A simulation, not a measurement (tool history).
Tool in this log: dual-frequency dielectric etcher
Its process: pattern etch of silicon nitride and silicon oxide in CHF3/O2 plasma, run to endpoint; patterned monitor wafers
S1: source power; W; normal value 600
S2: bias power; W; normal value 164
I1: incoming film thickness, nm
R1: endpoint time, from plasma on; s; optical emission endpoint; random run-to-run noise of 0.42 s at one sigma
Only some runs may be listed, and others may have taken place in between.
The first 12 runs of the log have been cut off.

Run 13, hour 369.7: usual settings but S1 540 W; I1 183.6. Result: R1 139.1 s.
Run 14, hour 383.5: usual settings but S1 500 W, S2 190 W; I1 183.6. Result: R1 131.9 s.
Run 15, hour 396.4: usual settings but S1 720 W, S2 194 W; I1 181.5. Result: R1 115.9 s.
At hour 423.8: bias power generator calibrated.
Run 16, hour 424.3: usual settings; I1 181.2. Result: R1 136.5 s.
At hour 483.7: wet clean of the chamber.
Run 17, hour 484.2: usual settings but S1 460 W, S2 204 W; I1 183.6. Result: R1 136.2 s.
Run 18, hour 484.6: usual settings but S1 480 W, S2 196 W; I1 184.3. Result: R1 137.6 s.
Run 19, hour 510.1: usual settings; I1 180.6. Result: R1 138.3 s.
Run 20, hour 524.8: usual settings but S1 480 W, S2 151 W; I1 182.2. Result: R1 154.6 s.
Run 21, hour 556.6: usual settings but S1 640 W, S2 191 W; I1 182. Result: R1 126.3 s.
Run 22, hour 590.2: usual settings but S2 135 W; I1 181.6. Result: R1 152.4 s.
Run 23, hour 605.1: usual settings; I1 181.5. Result: R1 138.3 s.
Run 24, hour 631.5: usual settings but S1 500 W, S2 182 W; I1 181.5. Result: R1 137.9 s.
Run 25, hour 643.6: usual settings but S2 129 W; I1 182. Result: R1 155.5 s.
Run 26, hour 673.6: usual settings but S1 670 W; I1 183.6. Result: R1 135 s.
Run 27, hour 701.2: usual settings but S1 710 W; I1 182.8. Result: R1 131.3 s.
Run 28, hour 730.8: usual settings but S1 650 W, S2 140 W; I1 183.8. Result: R1 146.7 s.
Run 29, hour 750: usual settings; I1 181.8. Result: R1 137.5 s.
Run 30, hour 765.2: usual settings but S1 670 W, S2 198 W; I1 181.1. Result: R1 120.4 s.
Run 31, hour 798.6: usual settings; I1 183.3. Result: R1 138.5 s.
Run 32, hour 822.8: usual settings but S1 490 W, S2 199 W; I1 180.3. Result: R1 130.6 s.
Run 33, hour 847.8: usual settings but S1 670 W, S2 129 W; I1 183.3. Result: R1 151.3 s.
Run 34, hour 883.3: usual settings but S1 550 W; I1 184.4. Result: R1 141.9 s.
Run 35, hour 901.1: usual settings but S1 750 W, S2 148 W; I1 182.7. Result: R1 134.8 s.
Run 36, hour 915.7: usual settings but S1 650 W, S2 180 W; I1 180.4. Result: R1 126 s.

Alternative continuations, all from the tool just after run 36; predict every row:
Run A, hour 916.2: usual settings but S1 520 W; I1 182.4. Result: R1 ?.
Run B, hour 916.2: usual settings but S1 660 W; I1 182.4. Result: R1 ?.
Run C, hour 916.2: usual settings but S2 204 W; I1 182.4. Result: R1 ?.

run     R1
  A  142.7
  B  133.2
  C  123.1
With no hidden state in the tool, these same runs would have given:
run     R1
  A    146
  B  136.2
  C  125.9
